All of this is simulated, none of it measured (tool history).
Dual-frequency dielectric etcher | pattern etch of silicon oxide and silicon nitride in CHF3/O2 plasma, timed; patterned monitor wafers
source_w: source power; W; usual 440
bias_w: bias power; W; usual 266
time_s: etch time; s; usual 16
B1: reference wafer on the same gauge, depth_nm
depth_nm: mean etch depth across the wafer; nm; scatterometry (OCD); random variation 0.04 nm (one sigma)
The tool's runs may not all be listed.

Run 1, day 0: usual settings but time_s 18.5 s; B1 27.19. Result: depth_nm 28.03 nm.
Run 2, day 1.417: usual settings but time_s 18.5 s; B1 27.2. Result: depth_nm 28.02 nm.
Run 3, day 2.171: usual settings but time_s 18.5 s; B1 27.18. Result: depth_nm 28.09 nm.
At day 3.979: upper electrode replaced.
Run 4, day 4: usual settings but bias_w 294 W; B1 27.2. Result: depth_nm 25.38 nm.
At day 4.629: gauge calibrated.
Run 5, day 5.633: usual settings but bias_w 294 W; B1 27.2. Result: depth_nm 25.41 nm.
At day 6.229: source power generator calibrated.
Run 6, day 6.675: usual settings but source_w 360 W; B1 27.19. Result: depth_nm 21.58 nm.
Run 7, day 9.471: usual settings but source_w 360 W; B1 27.2. Result: depth_nm 21.59 nm.
Run 8, day 10.196: usual settings but source_w 360 W; B1 27.21. Result: depth_nm 21.64 nm.
Run 9, day 11.45: usual settings but source_w 510 W; B1 27.2. Result: depth_nm 26.05 nm.
Run 10, day 12.688: usual settings but source_w 510 W; B1 27.21. Result: depth_nm 26.1 nm.
Run 11, day 13.85: usual settings but source_w 510 W; B1 27.21. Result: depth_nm 25.95 nm.
At day 14.288: bias power generator calibrated.
Run 12, day 14.538: usual settings but source_w 340 W, bias_w 327 W; B1 27.21. Result: depth_nm 22.54 nm.
Run 13, day 15.642: usual settings but source_w 390 W, bias_w 234 W, time_s 13 s; B1 27.2. Result: depth_nm 16.88 nm.
Run 14, day 16.217: usual settings but source_w 390 W, bias_w 306 W, time_s 13 s; B1 27.19. Result: depth_nm 19.21 nm.
Run 15, day 17.2: usual settings but source_w 500 W, bias_w 321 W, time_s 20.5 s; B1 27.19. Result: depth_nm 35.19 nm.
Run 16, day 18.046: usual settings; B1 27.2. Result: depth_nm 23.54 nm.
At day 19.254: wet clean of the chamber.
Run 17, day 19.908: usual settings but source_w 390 W, bias_w 306 W, time_s 13 s; B1 27.2. Result: depth_nm 19.39 nm.
Run 18, day 20.529: usual settings but time_s 13.5 s; B1 27.21. Result: depth_nm 20.07 nm.
Run 19, day 21.067: usual settings but source_w 350 W, time_s 12.5 s; B1 27.2. Result: depth_nm 16.34 nm.
Run 20, day 21.683: usual settings but source_w 400 W, bias_w 221 W, time_s 20 s; B1 27.19. Result: depth_nm 25.7 nm.
Run 21, day 22.833: usual settings but source_w 500 W, bias_w 321 W, time_s 20.5 s; B1 27.21. Result: depth_nm 35.53 nm.
Run 22, day 23.8: usual settings but source_w 490 W, bias_w 245 W, time_s 18.5 s; B1 27.18. Result: depth_nm 27.93 nm.
Run 23, day 24.712: usual settings but source_w 500 W; B1 27.18. Result: depth_nm 25.32 nm.
Run 24, day 25.633: usual settings but source_w 350 W; B1 27.21. Result: depth_nm 20.92 nm.
Run 25, day 27.083: usual settings but source_w 410 W, time_s 12 s; B1 27.21. Result: depth_nm 17.15 nm.
Run 26, day 27.842: usual settings but source_w 360 W, bias_w 242 W, time_s 12.5 s; B1 27.19. Result: depth_nm 15.75 nm.
Run 27, day 29.2: usual settings but source_w 520 W, bias_w 321 W, time_s 13.5 s; B1 27.2. Result: depth_nm 23.85 nm.
Run 28, day 30.283: usual settings; B1 27.19. Result: depth_nm 23.64 nm.
Run 29, day 31.017: usual settings but source_w 340 W, bias_w 314 W, time_s 20.5 s; B1 27.23. Result: depth_nm 28.52 nm.
Run 30, day 32.462: usual settings but source_w 490 W, bias_w 301 W, time_s 14 s; B1 27.21. Result: depth_nm 23.25 nm.

4 ways to go on from here, each from the tool as it stands after run 30. What would each give?
Run A, day 32.479: usual settings but time_s 14 s; B1 ?. Result: depth_nm ?.
Run B, day 32.479: usual settings but source_w 340 W, time_s 13.5 s; B1 ?. Result: depth_nm ?.
Run C, day 32.479: usual settings but source_w 400 W; B1 ?. Result: depth_nm ?.
Run D, day 32.479: usual settings but source_w 470 W, bias_w 308 W; B1 ?. Result: depth_nm ?.

run     B1  depth_nm
  A  27.19     20.75
  B  27.19     17.29
  C  27.19     22.51
  D  27.19     26.33
Without the tool's hidden state the same runs would have given:
run  depth_nm
  A      20.8
  B     17.33
  C     22.57
  D      26.4
